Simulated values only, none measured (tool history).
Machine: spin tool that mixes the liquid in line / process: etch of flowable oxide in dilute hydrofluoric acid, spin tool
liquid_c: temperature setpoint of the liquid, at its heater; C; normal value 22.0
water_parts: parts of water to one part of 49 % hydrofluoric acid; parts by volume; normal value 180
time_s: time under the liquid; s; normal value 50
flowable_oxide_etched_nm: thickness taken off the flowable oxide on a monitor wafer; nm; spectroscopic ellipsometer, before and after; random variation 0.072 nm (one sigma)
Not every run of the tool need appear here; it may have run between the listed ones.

run,day,liquid_c,water_parts,time_s,wafers since the last listed run,hours since the thermometer was replaced,hours since the hydrofluoric acid flow meter was replaced,hours since the gauge calibration,"read-back film thickness of the flowable oxide reference wafer, read on the same gauge (nm)",flowable_oxide_etched_nm
1,0.000,23.5,180,50,0,1722.8,1554.2,476.3,99.99,14.88
2,2.267,23.5,180,50,884,1777.2,1608.6,530.7,99.98,15.01
3,4.596,22.0,180,50,909,1833.1,1664.5,586.6,100.01,14.26
4,6.167,22.0,180,50,613,1870.8,1702.2,624.3,99.99,14.38
5,8.829,22.0,180,50,1039,1934.7,1766.1,688.2,100.00,14.35
6,11.125,22.0,180,50,896,1989.8,1821.2,743.3,100.01,14.62
7,13.333,22.0,180,70,862,2042.8,1874.2,796.3,99.98,20.45
8,16.117,22.0,180,70,1086,2109.6,1941.0,863.1,100.02,20.52
9,18.408,22.0,180,70,894,2164.6,1996.0,918.1,100.02,20.68
10,20.283,25.0,180,65,732,2209.6,2041.0,963.1,99.99,21.44
11,22.350,25.0,180,65,806,2259.2,2090.6,1012.7,99.98,21.60
12,24.762,22.0,180,25,941,2317.1,2148.5,1070.6,99.97,7.44
13,26.079,22.0,180,50,514,2348.7,2180.1,1102.2,100.00,15.02
# day 26.912: thermometer replaced
# day 27.033: gauge calibrated
14,27.233,22.0,180,50,434,7.7,2207.8,4.8,100.01,13.97
15,28.533,18.5,180,50,507,38.9,2239.0,36.0,99.99,12.13
16,31.975,20.5,205,20,1343,121.5,2321.6,118.6,100.01,4.57
# day 33.392: hydrofluoric acid flow meter replaced
17,33.612,24.5,135,25,623,160.8,5.3,157.9,100.00,9.49
18,35.225,25.0,130,40,629,199.5,44.0,196.6,99.99,16.62
19,37.371,22.0,180,50,837,251.0,95.5,248.1,100.01,12.64
20,38.762,24.5,150,60,543,284.4,128.9,281.5,100.02,20.69
21,40.467,22.0,180,50,665,325.3,169.8,322.4,100.01,12.69
22,42.388,22.0,260,65,749,371.4,215.9,368.5,100.01,10.41

Below, some changes in flowable_oxide_etched_nm between adjacent runs. For each, the amount present without the hidden state too (settings, incoming material, random variation) and the amount remaining for the hidden state with gauge scatter not shared by both compared results:
Unlogged tool condition in this case: liquid hotter than its thermometer reads (K); hydrofluoric acid flow above the setpoint (%); gauge reads high (%).
Run 11 -> 12: liquid_c 25.0 -> 22.0, time_s 65 -> 25. flowable_oxide_etched_nm -14.16 nm: hidden state -2.51, all else -11.65.
Run 12 -> 13: time_s 25 -> 50. flowable_oxide_etched_nm +7.58 nm: hidden state +1.44, all else +6.14.
Run 19 -> 20: liquid_c 22.0 -> 24.5, water_parts 180 -> 150, time_s 50 -> 60. flowable_oxide_etched_nm +8.05 nm: hidden state +0.33, all else +7.72.
